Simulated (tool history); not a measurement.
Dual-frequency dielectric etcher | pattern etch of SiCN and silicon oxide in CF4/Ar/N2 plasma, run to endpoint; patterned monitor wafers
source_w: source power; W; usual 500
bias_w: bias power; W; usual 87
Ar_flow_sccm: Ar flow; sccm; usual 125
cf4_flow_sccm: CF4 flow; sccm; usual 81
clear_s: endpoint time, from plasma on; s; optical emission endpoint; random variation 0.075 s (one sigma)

run   hour  source_w  bias_w  Ar_flow_sccm  cf4_flow_sccm  incoming incoming film thickness, nm  clear_s
  1      0       500      87           125             72                                 13.04     14.7
  2   29.5       500      87           125             72                                 13.05     14.5
  3     58       500      87           125             81                                 13.17     14.5
  4   91.4       500      98           125             81                                    13     13.4
  5  120.2       500      98           125             81                                 13.05     13.5
  6  190.2       500      98           125             81                                 13.21     13.7
     244.9  -- upper electrode replaced
  7  247.3       590      87           118             81                                 12.96     12.2
  8  296.7       590      87           118             81                                 13.15     12.3
     311.4  -- bias power generator calibrated
  9  328.6       500      87           125             81                                  13.2       15
     350.5  -- CF4 flow controller replaced
     372.4  -- Ar flow controller replaced
     373.7  -- wet clean of the chamber
 10  386.2       530     107           137             90                                 13.25     13.1
 11  450.3       560      87           151             81                                 13.17     14.5
     479.1  -- wet clean of the chamber, repeated, since the last time left the tool worse
 12  481.6       410      99           125             91                                 13.12       16

Run 13 comes next. What will it give?
     522.4  -- source power generator calibrated
 13  536.7       560      87           125             65                                 13.17        ?

Run 13 gave clear_s 13.5 s.
Without the tool's hidden state the same run would have given clear_s 13.5 s.
